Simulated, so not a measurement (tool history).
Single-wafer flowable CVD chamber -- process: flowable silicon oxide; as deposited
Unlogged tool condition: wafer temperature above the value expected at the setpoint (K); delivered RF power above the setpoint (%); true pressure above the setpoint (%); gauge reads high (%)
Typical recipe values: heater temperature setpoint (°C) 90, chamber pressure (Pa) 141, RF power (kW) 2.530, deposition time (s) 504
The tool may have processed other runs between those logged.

run,hour,heater temperature setpoint (°C),chamber pressure (Pa),RF power (kW),deposition time (s),wafers since the last listed run,hours since the last thermocouple change,hours since the last RF generator calibration,hours since the last manometer calibration,hours since the showerhead was replaced,hours since the gauge calibration,"read-back reference wafer on the same gauge, thickness_nm",mean film thickness on the monitor wafer (nm)
1,0.0,90,141,2.530,504,0,17.2,1259.2,2379.7,6767.4,570.7,681.595,637.760
2,21.8,90,141,2.530,504,94,39.0,1281.0,2401.5,6789.2,592.5,681.676,636.348
3,103.3,90,141,2.530,561,354,120.5,1362.5,2483.0,6870.7,674.0,682.252,713.743
4,115.9,90,141,2.530,561,54,133.1,1375.1,2495.6,6883.3,686.6,682.214,714.715
# hour 125.1: showerhead replaced
5,130.9,90,141,2.530,561,30,148.1,1390.1,2510.6,5.8,701.6,682.337,708.629
6,162.6,90,172,2.530,504,137,179.8,1421.8,2542.3,37.5,733.3,681.708,774.911
7,176.2,100,161,2.880,504,59,193.4,1435.4,2555.9,51.1,746.9,682.199,507.368
8,192.8,90,141,2.530,474,72,210.0,1452.0,2572.5,67.7,763.5,680.913,602.840
9,222.2,90,141,2.530,504,127,239.4,1481.4,2601.9,97.1,792.9,682.321,641.824
10,246.0,90,121,2.530,504,103,263.2,1505.2,2625.7,120.9,816.7,681.357,548.185
11,274.6,103,141,2.530,504,124,291.8,1533.8,2654.3,149.5,845.3,682.217,394.066
12,299.0,80,160,2.245,425,106,316.2,1558.2,2678.7,173.9,869.7,682.665,834.972
13,312.9,90,141,2.530,504,60,330.1,1572.1,2692.6,187.8,883.6,682.752,642.590
14,332.5,80,160,2.245,425,85,349.7,1591.7,2712.2,207.4,903.2,681.342,837.291
# hour 353.1: capacitance manometer re-zeroed and calibrated
15,353.6,90,141,2.530,504,56,370.8,1612.8,0.5,228.5,924.3,681.468,639.872
16,373.6,96,157,2.760,478,86,390.8,1632.8,20.5,248.5,944.3,680.724,540.291
# hour 381.8: gauge calibrated
17,404.3,90,141,2.530,504,133,421.5,1663.5,51.2,279.2,22.5,682.921,641.253
# hour 426.8: RF generator calibrated
18,427.3,90,141,2.730,460,65,444.5,0.5,74.2,302.2,45.5,681.895,590.320
19,440.8,95,141,2.750,456,58,458.0,14.0,87.7,315.7,59.0,681.457,483.296
20,462.5,90,141,2.530,504,94,479.7,35.7,109.4,337.4,80.7,681.471,641.855
21,479.4,90,141,2.530,504,73,496.6,52.6,126.3,354.3,97.6,682.386,645.589
22,513.3,75,109,2.530,504,147,530.5,86.5,160.2,388.2,131.5,682.415,785.037
23,525.9,102,124,2.390,430,54,543.1,99.1,172.8,400.8,144.1,681.645,298.296
24,548.5,90,141,2.530,504,98,565.7,121.7,195.4,423.4,166.7,682.077,640.306
25,575.4,90,141,2.360,407,116,592.6,148.6,222.3,450.3,193.6,681.767,512.023
26,599.5,90,141,3.000,504,104,616.7,172.7,246.4,474.4,217.7,681.817,652.479
27,634.9,90,141,2.530,545,153,652.1,208.1,281.8,509.8,253.1,682.823,692.694
28,665.8,90,141,2.530,576,134,683.0,239.0,312.7,540.7,284.0,683.231,737.293

Alternative continuations, all from the tool just after run 28; predict every row:
A,666.3,90,141,2.530,504,2,683.5,239.5,313.2,541.2,284.5,?,?
B,666.3,90,167,2.530,504,2,683.5,239.5,313.2,541.2,284.5,?,?
C,666.3,90,141,2.755,504,2,683.5,239.5,313.2,541.2,284.5,?,?
D,666.3,90,171,2.530,504,2,683.5,239.5,313.2,541.2,284.5,?,?
E,666.3,90,141,2.040,565,2,683.5,239.5,313.2,541.2,284.5,?,?

run,"read-back reference wafer on the same gauge, thickness_nm",mean film thickness on the monitor wafer (nm)
A,682.055,645.160
B,682.055,759.764
C,682.055,651.684
D,682.055,778.032
E,682.055,696.129
With no hidden state in the tool, these same runs would have given:
run,mean film thickness on the monitor wafer (nm)
A,645.160
B,759.764
C,651.684
D,778.032
E,696.129

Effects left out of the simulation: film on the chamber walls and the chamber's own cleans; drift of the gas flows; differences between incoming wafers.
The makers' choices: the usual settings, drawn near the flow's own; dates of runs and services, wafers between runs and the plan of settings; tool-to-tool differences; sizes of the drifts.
